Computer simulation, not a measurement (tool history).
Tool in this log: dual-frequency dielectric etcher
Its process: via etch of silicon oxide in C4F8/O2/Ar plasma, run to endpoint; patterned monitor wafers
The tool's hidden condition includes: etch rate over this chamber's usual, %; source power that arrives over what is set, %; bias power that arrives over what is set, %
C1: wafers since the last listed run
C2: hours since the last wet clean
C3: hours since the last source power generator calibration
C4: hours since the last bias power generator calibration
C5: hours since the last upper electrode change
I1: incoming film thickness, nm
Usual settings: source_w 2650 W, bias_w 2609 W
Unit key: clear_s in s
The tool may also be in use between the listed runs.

Run 1, hour 0: usual settings; C1 0; C2 524.4; C3 1450.7; C4 3979.9; C5 1971.2; I1 1414.4. Result: clear_s 247.5 s.
Run 2, hour 13.2: usual settings; C1 88; C2 537.6; C3 1463.9; C4 3993.1; C5 1984.4; I1 1411.9. Result: clear_s 246.8 s.
Run 3, hour 26.7: usual settings; C1 90; C2 551.1; C3 1477.4; C4 4006.6; C5 1997.9; I1 1429.7. Result: clear_s 249.7 s.
Run 4, hour 39.4: usual settings; C1 85; C2 563.8; C3 1490.1; C4 4019.3; C5 2010.6; I1 1413.8. Result: clear_s 247.7 s.
Run 5, hour 48.8: usual settings; C1 63; C2 573.2; C3 1499.5; C4 4028.7; C5 2020; I1 1428.9. Result: clear_s 251.1 s.
Run 6, hour 63.4: usual settings; C1 98; C2 587.8; C3 1514.1; C4 4043.3; C5 2034.6; I1 1436.2. Result: clear_s 251.2 s.
Run 7, hour 73.8: usual settings; C1 70; C2 598.2; C3 1524.5; C4 4053.7; C5 2045; I1 1437.9. Result: clear_s 251.2 s.
Run 8, hour 81: usual settings; C1 48; C2 605.4; C3 1531.7; C4 4060.9; C5 2052.2; I1 1416.4. Result: clear_s 248.5 s.
Run 9, hour 98.7: usual settings but source_w 2450 W; C1 119; C2 623.1; C3 1549.4; C4 4078.6; C5 2069.9; I1 1413. Result: clear_s 254.5 s.
At hour 124: wet clean of the chamber.
Run 10, hour 124.5: usual settings but source_w 2450 W; C1 12; C2 0.5; C3 1575.2; C4 4104.4; C5 2095.7; I1 1416.1. Result: clear_s 248.6 s.
Run 11, hour 124.9: usual settings; C1 2; C2 0.9; C3 1575.6; C4 4104.8; C5 2096.1; I1 1420.6. Result: clear_s 243 s.
Run 12, hour 138.6: usual settings; C1 92; C2 14.6; C3 1589.3; C4 4118.5; C5 2109.8; I1 1409.8. Result: clear_s 240.2 s.
At hour 204.8: upper electrode replaced.
Run 13, hour 205.3: usual settings; C1 287; C2 81.3; C3 1656; C4 4185.2; C5 0.5; I1 1424. Result: clear_s 243.8 s.
Run 14, hour 205.7: usual settings; C1 2; C2 81.7; C3 1656.4; C4 4185.6; C5 0.9; I1 1421.2. Result: clear_s 244 s.
Run 15, hour 210.2: usual settings; C1 30; C2 86.2; C3 1660.9; C4 4190.1; C5 5.4; I1 1424.3. Result: clear_s 244.8 s.
Run 16, hour 217.2: usual settings but source_w 2450 W; C1 47; C2 93.2; C3 1667.9; C4 4197.1; C5 12.4; I1 1425.1. Result: clear_s 249.6 s.
Run 17, hour 229.6: usual settings but source_w 2090 W, bias_w 3156 W; C1 83; C2 105.6; C3 1680.3; C4 4209.5; C5 24.8; I1 1408.6. Result: clear_s 243.8 s.
At hour 245.1: bias power generator calibrated.
Run 18, hour 245.6: usual settings but source_w 2040 W, bias_w 2203 W; C1 80; C2 121.6; C3 1696.3; C4 0.5; C5 40.8; I1 1428.9. Result: clear_s 282.7 s.
Run 19, hour 254.5: usual settings but source_w 2230 W; C1 59; C2 130.5; C3 1705.2; C4 9.4; C5 49.7; I1 1413.3. Result: clear_s 255.8 s.
Run 20, hour 269.1: usual settings but source_w 2300 W, bias_w 3033 W; C1 98; C2 145.1; C3 1719.8; C4 24; C5 64.3; I1 1437.3. Result: clear_s 244.7 s.
Run 21, hour 282.3: usual settings but source_w 2010 W, bias_w 2374 W; C1 88; C2 158.3; C3 1733; C4 37.2; C5 77.5; I1 1423.5. Result: clear_s 275.8 s.
At hour 300.8: source power generator calibrated.
Run 22, hour 301.3: usual settings but source_w 3060 W, bias_w 3078 W; C1 101; C2 177.3; C3 0.5; C4 56.2; C5 96.5; I1 1405.8. Result: clear_s 217.6 s.
Run 23, hour 313.1: usual settings but source_w 3140 W, bias_w 3057 W; C1 79; C2 189.1; C3 12.3; C4 68; C5 108.3; I1 1422.7. Result: clear_s 219.6 s.
Run 24, hour 325.7: usual settings but source_w 2010 W, bias_w 2022 W; C1 84; C2 201.7; C3 24.9; C4 80.6; C5 120.9; I1 1415.8. Result: clear_s 291.5 s.
Run 25, hour 335.3: usual settings; C1 64; C2 211.3; C3 34.5; C4 90.2; C5 130.5; I1 1412.2. Result: clear_s 243.6 s.
Run 26, hour 351: usual settings but bias_w 2269 W; C1 105; C2 227; C3 50.2; C4 105.9; C5 146.2; I1 1426.8. Result: clear_s 258.7 s.
Run 27, hour 367.2: usual settings; C1 109; C2 243.2; C3 66.4; C4 122.1; C5 162.4; I1 1421.7. Result: clear_s 246.2 s.
Run 28, hour 379.4: usual settings but source_w 3210 W, bias_w 2791 W; C1 82; C2 255.4; C3 78.6; C4 134.3; C5 174.6; I1 1419.2. Result: clear_s 224.2 s.
Run 29, hour 392: usual settings but source_w 2420 W, bias_w 2209 W; C1 84; C2 268; C3 91.2; C4 146.9; C5 187.2; I1 1426.2. Result: clear_s 270.3 s.
Run 30, hour 403.2: usual settings but source_w 2280 W, bias_w 2388 W; C1 75; C2 279.2; C3 102.4; C4 158.1; C5 198.4; I1 1414.2. Result: clear_s 265.4 s.

For each run, the measured value with the value that run would have given without the tool's hidden condition subtracted. The run-to-run variation is shared by both, the gauge scatter possibly not:
run  clear_s
  1     +4.9
  2     +5.1
  3     +5.2
  4     +5.4
  5     +5.5
  6     +5.7
  7     +5.8
  8     +5.8
  9     +6.1
 10     -0.7
 11     -0.6
 12     -0.5
 13     +0.2
 14     +0.2
 15     +0.3
 16     +0.4
 17     +0.4
 18     +0.8
 19     +0.8
 20     +0.9
 21     +1.1
 22       +1
 23     +1.3
 24     +1.8
 25     +1.5
 26     +1.8
 27     +1.9
 28     +1.9
 29     +2.4
 30     +2.5
